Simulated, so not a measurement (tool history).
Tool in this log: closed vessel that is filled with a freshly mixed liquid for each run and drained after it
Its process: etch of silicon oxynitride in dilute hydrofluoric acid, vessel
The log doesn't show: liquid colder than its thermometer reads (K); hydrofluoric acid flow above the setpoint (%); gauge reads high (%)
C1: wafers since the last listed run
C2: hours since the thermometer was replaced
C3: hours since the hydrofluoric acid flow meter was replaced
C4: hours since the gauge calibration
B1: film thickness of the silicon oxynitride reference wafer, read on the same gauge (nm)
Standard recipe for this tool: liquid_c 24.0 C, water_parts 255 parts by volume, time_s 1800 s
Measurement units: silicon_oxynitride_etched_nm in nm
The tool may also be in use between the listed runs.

Run 1, hour 0.0: usual settings; C1 0; C2 1999.2; C3 1824.3; C4 174.3; B1 40.02. Result: silicon_oxynitride_etched_nm 11.26 nm.
Run 2, hour 13.9: usual settings; C1 490; C2 2013.1; C3 1838.2; C4 188.2; B1 40.02. Result: silicon_oxynitride_etched_nm 11.29 nm.
Run 3, hour 28.9: usual settings but time_s 1075 s; C1 529; C2 2028.1; C3 1853.2; C4 203.2; B1 40.02. Result: silicon_oxynitride_etched_nm 6.71 nm.
Run 4, hour 41.4: usual settings but time_s 1075 s; C1 441; C2 2040.6; C3 1865.7; C4 215.7; B1 40.01. Result: silicon_oxynitride_etched_nm 6.70 nm.
Run 5, hour 48.5: usual settings but time_s 1075 s; C1 250; C2 2047.7; C3 1872.8; C4 222.8; B1 40.00. Result: silicon_oxynitride_etched_nm 6.70 nm.
Run 6, hour 62.8: usual settings but liquid_c 26.5 C; C1 504; C2 2062.0; C3 1887.1; C4 237.1; B1 39.98. Result: silicon_oxynitride_etched_nm 12.50 nm.
Run 7, hour 69.7: usual settings but liquid_c 26.5 C; C1 243; C2 2068.9; C3 1894.0; C4 244.0; B1 39.97. Result: silicon_oxynitride_etched_nm 12.51 nm.
Run 8, hour 83.3: usual settings; C1 480; C2 2082.5; C3 1907.6; C4 257.6; B1 40.02. Result: silicon_oxynitride_etched_nm 11.22 nm.
Run 9, hour 92.1: usual settings; C1 310; C2 2091.3; C3 1916.4; C4 266.4; B1 39.95. Result: silicon_oxynitride_etched_nm 11.09 nm.
Run 10, hour 106.0: usual settings; C1 490; C2 2105.2; C3 1930.3; C4 280.3; B1 39.98. Result: silicon_oxynitride_etched_nm 11.25 nm.
Run 11, hour 123.5: usual settings but water_parts 195 parts by volume; C1 617; C2 2122.7; C3 1947.8; C4 297.8; B1 40.05. Result: silicon_oxynitride_etched_nm 15.40 nm.
Run 12, hour 137.9: usual settings but water_parts 195 parts by volume; C1 508; C2 2137.1; C3 1962.2; C4 312.2; B1 40.00. Result: silicon_oxynitride_etched_nm 15.14 nm.
Run 13, hour 148.0: usual settings; C1 356; C2 2147.2; C3 1972.3; C4 322.3; B1 40.03. Result: silicon_oxynitride_etched_nm 11.32 nm.
Run 14, hour 158.2: usual settings but time_s 2320 s; C1 360; C2 2157.4; C3 1982.5; C4 332.5; B1 39.94. Result: silicon_oxynitride_etched_nm 14.33 nm.
Run 15, hour 166.2: usual settings; C1 282; C2 2165.4; C3 1990.5; C4 340.5; B1 40.00. Result: silicon_oxynitride_etched_nm 11.22 nm.
Run 16, hour 178.3: usual settings but water_parts 335 parts by volume, time_s 1035 s; C1 427; C2 2177.5; C3 2002.6; C4 352.6; B1 40.01. Result: silicon_oxynitride_etched_nm 4.65 nm.
Run 17, hour 185.1: usual settings but liquid_c 26.5 C, water_parts 345 parts by volume, time_s 755 s; C1 240; C2 2184.3; C3 2009.4; C4 359.4; B1 40.05. Result: silicon_oxynitride_etched_nm 3.63 nm.
At hour 187.9: gauge calibrated.
Run 18, hour 197.2: usual settings; C1 427; C2 2196.4; C3 2021.5; C4 9.3; B1 40.01. Result: silicon_oxynitride_etched_nm 11.26 nm.
Run 19, hour 241.9: usual settings but liquid_c 19.0 C, water_parts 160 parts by volume; C1 1578; C2 2241.1; C3 2066.2; C4 54.0; B1 39.96. Result: silicon_oxynitride_etched_nm 14.95 nm.
At hour 246.9: thermometer replaced.
Run 20, hour 249.9: usual settings but liquid_c 20.5 C, time_s 895 s; C1 247; C2 3.0; C3 2074.2; C4 62.0; B1 39.98. Result: silicon_oxynitride_etched_nm 5.34 nm.
Run 21, hour 264.7: usual settings; C1 522; C2 17.8; C3 2089.0; C4 76.8; B1 40.02. Result: silicon_oxynitride_etched_nm 12.51 nm.
Run 22, hour 276.6: usual settings but water_parts 140 parts by volume; C1 420; C2 29.7; C3 2100.9; C4 88.7; B1 40.00. Result: silicon_oxynitride_etched_nm 25.05 nm.
At hour 296.1: hydrofluoric acid flow meter replaced.
Run 23, hour 301.2: usual settings; C1 833; C2 54.3; C3 5.1; C4 113.3; B1 40.02. Result: silicon_oxynitride_etched_nm 12.33 nm.
Run 24, hour 308.8: usual settings; C1 268; C2 61.9; C3 12.7; C4 120.9; B1 39.93. Result: silicon_oxynitride_etched_nm 12.34 nm.
Run 25, hour 326.2: usual settings but time_s 2110 s; C1 614; C2 79.3; C3 30.1; C4 138.3; B1 39.99. Result: silicon_oxynitride_etched_nm 14.53 nm.
Run 26, hour 340.1: usual settings but liquid_c 20.5 C, time_s 1135 s; C1 490; C2 93.2; C3 44.0; C4 152.2; B1 40.00. Result: silicon_oxynitride_etched_nm 6.66 nm.
Run 27, hour 350.4: usual settings but time_s 820 s; C1 363; C2 103.5; C3 54.3; C4 162.5; B1 39.97. Result: silicon_oxynitride_etched_nm 5.67 nm.
Run 28, hour 366.9: usual settings but liquid_c 22.0 C; C1 582; C2 120.0; C3 70.8; C4 179.0; B1 39.94. Result: silicon_oxynitride_etched_nm 11.34 nm.
Run 29, hour 374.4: usual settings but liquid_c 20.5 C, time_s 1335 s; C1 264; C2 127.5; C3 78.3; C4 186.5; B1 40.00. Result: silicon_oxynitride_etched_nm 7.87 nm.
Run 30, hour 391.9: usual settings but water_parts 175 parts by volume; C1 617; C2 145.0; C3 95.8; C4 204.0; B1 40.00. Result: silicon_oxynitride_etched_nm 19.05 nm.
Run 31, hour 409.0: usual settings but liquid_c 28.5 C, water_parts 135 parts by volume, time_s 1410 s; C1 603; C2 162.1; C3 112.9; C4 221.1; B1 40.02. Result: silicon_oxynitride_etched_nm 24.50 nm.
Run 32, hour 420.7: usual settings but water_parts 365 parts by volume, time_s 2430 s; C1 413; C2 173.8; C3 124.6; C4 232.8; B1 40.01. Result: silicon_oxynitride_etched_nm 10.73 nm.
Run 33, hour 431.8: usual settings but liquid_c 26.5 C, water_parts 325 parts by volume, time_s 1285 s; C1 391; C2 184.9; C3 135.7; C4 243.9; B1 39.97. Result: silicon_oxynitride_etched_nm 7.30 nm.

Take each entry between the runs: how does the hidden state at the last listed run before it differ from the hidden state at the first listed run after it?
Run 17 -> run 18: gauge calibrated (hour 187.9)
  liquid colder than its thermometer reads (K): 2.5 -> 2.51
  measured result minus the result with no hidden state, silicon_oxynitride_etched_nm: -0.39 -> -1.31 nm
Run 19 -> run 20: thermometer replaced (hour 246.9)
  liquid colder than its thermometer reads (K): 2.55 -> 0.00511
  measured result minus the result with no hidden state, silicon_oxynitride_etched_nm: -1.97 -> +0.00 nm
Run 22 -> run 23: hydrofluoric acid flow meter replaced (hour 296.1)
  liquid colder than its thermometer reads (K): 0.0318 -> 0.0565
  measured result minus the result with no hidden state, silicon_oxynitride_etched_nm: -0.04 -> -0.03 nm
